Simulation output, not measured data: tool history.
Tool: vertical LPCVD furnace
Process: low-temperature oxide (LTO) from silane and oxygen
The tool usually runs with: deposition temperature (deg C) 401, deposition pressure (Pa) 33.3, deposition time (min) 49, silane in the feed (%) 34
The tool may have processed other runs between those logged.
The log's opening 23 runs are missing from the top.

run	hour	deposition temperature (deg C)	deposition pressure (Pa)	deposition time (min)	silane in the feed (%)	wafers since the last listed run	hours since the last temperature calibration	hours since the pressure gauge was zeroed	hours since the silane flow controller was replaced	hours since the gauge calibration	read-back reference wafer on the same gauge, thickness	film thickness on the monitor wafer in the middle of the boat (Å)
# hour 1373.2: pressure gauge zeroed
24	1467.9	410	28.7	49	32	1896	595	94.7	679.4	593.4	436.29	3930.8
25	1532.6	409	33.3	49	29	710	659.7	159.4	744.1	658.1	437.76	3899.2
26	1557.7	401	29.3	49	34	275	684.8	184.5	769.2	683.2	436.55	3934
27	1717.5	401	33.3	49	34	1755	844.6	344.3	929	843	436.37	4444.1
28	1765.2	401	33.3	49	34	523	892.3	392	976.7	890.7	437.01	4503.7
29	1809.3	392	31.3	38	30	484	936.4	436.1	1020.8	934.8	437.43	2480.6
30	1835.9	401	33.3	49	34	292	963	462.7	1047.4	961.4	437.07	4486.7
31	1892.8	401	41.3	37.5	40	624	1019.9	519.6	1104.3	1018.3	436.82	5221.5

4 ways to go on from here, each from the tool as it stands after run 31. What would each give?
A	1897.7	401	38.7	49	34	53	1024.8	524.5	1109.2	1023.2	?	?
B	1897.7	397	33.3	49	34	53	1024.8	524.5	1109.2	1023.2	?	?
C	1897.7	401	39.3	49	34	53	1024.8	524.5	1109.2	1023.2	?	?
D	1897.7	409	25.3	49	34	53	1024.8	524.5	1109.2	1023.2	?	?

run	read-back reference wafer on the same gauge, thickness	film thickness on the monitor wafer in the middle of the boat (Å)
A	436.29	5211.3
B	436.29	4290.7
C	436.29	5301.2
D	436.29	3735.3
Without the tool's hidden state the same runs would have given:
run	film thickness on the monitor wafer in the middle of the boat (Å)
A	5103.9
B	4200.6
C	5191.9
D	3661.2
